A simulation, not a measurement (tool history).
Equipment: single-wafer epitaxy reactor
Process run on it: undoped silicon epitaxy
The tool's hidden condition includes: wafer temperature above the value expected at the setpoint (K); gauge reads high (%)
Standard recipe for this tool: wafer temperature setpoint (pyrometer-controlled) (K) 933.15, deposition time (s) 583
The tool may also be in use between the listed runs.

run,hour,wafer temperature setpoint (pyrometer-controlled) (K),deposition time (s),wafers since the last listed run,hours since the last pyrometer calibration,hours since the gauge calibration,"read-back reference wafer on the same gauge, thickness_nm",mean film thickness on the monitor wafer (Å)
1,0,933.15,583,0,2290.8,411.4,110.02,1354.74
# hour 17.4: gauge calibrated
2,34.9,933.15,583,134,2325.7,17.5,109.833,1361.46
3,54.7,933.15,583,76,2345.5,37.3,110.003,1358
4,77.1,933.15,583,86,2367.9,59.7,109.875,1358.35
5,104.5,933.15,583,105,2395.3,87.1,109.88,1354.07
6,123.9,933.15,583,74,2414.7,106.5,110.123,1353.36
7,147.3,933.15,583,90,2438.1,129.9,110.02,1349.88
8,175.7,921.15,583,109,2466.5,158.3,109.859,1080.55
9,208.7,921.15,583,127,2499.5,191.3,109.968,1086.3
10,227.2,921.15,583,71,2518,209.8,109.964,1078.72
11,246.1,933.15,583,72,2536.9,228.7,109.924,1353.41
# hour 268.3: pyrometer calibrated
12,271.1,933.15,583,65,2.8,253.7,109.982,1242.39
13,293.5,940.15,613,86,25.2,276.1,110.047,1481.23
14,364.9,919.15,481,275,96.6,347.5,110.087,792.99
15,378.9,933.15,583,53,110.6,361.5,109.963,1248.42
# hour 397.6: gauge calibrated
16,402.9,921.15,583,92,134.6,5.3,110.002,1005.18
17,423.3,923.15,583,78,155,25.7,110.021,1041.12
18,451,921.15,683,106,182.7,53.4,109.946,1176.65
19,477.3,947.15,545,101,209,79.7,109.853,1529.34
20,501.7,920.15,665,94,233.4,104.1,109.935,1126.92
21,517.6,918.15,537,61,249.3,120,110.055,880.79
22,548.4,933.15,583,118,280.1,150.8,110.026,1269.98
23,606.4,948.15,498,223,338.1,208.8,109.981,1446.9
24,626.7,933.15,583,78,358.4,229.1,110.059,1290.37
25,643.3,927.15,483,64,375,245.7,109.925,950.32

3 options for the next run, each taken on its own from the tool as it stands now. Forecast them:
A,643.9,944.15,583,2,375.6,246.3,?,?
B,643.9,946.15,525,2,375.6,246.3,?,?
C,643.9,933.15,523,2,375.6,246.3,?,?

run,"read-back reference wafer on the same gauge, thickness_nm",mean film thickness on the monitor wafer (Å)
A,110.029,1567.63
B,110.029,1464.11
C,110.029,1147.85
With no hidden state in the tool, these same runs would have given:
run,mean film thickness on the monitor wafer (Å)
A,1477.7
B,1380.43
C,1080.68
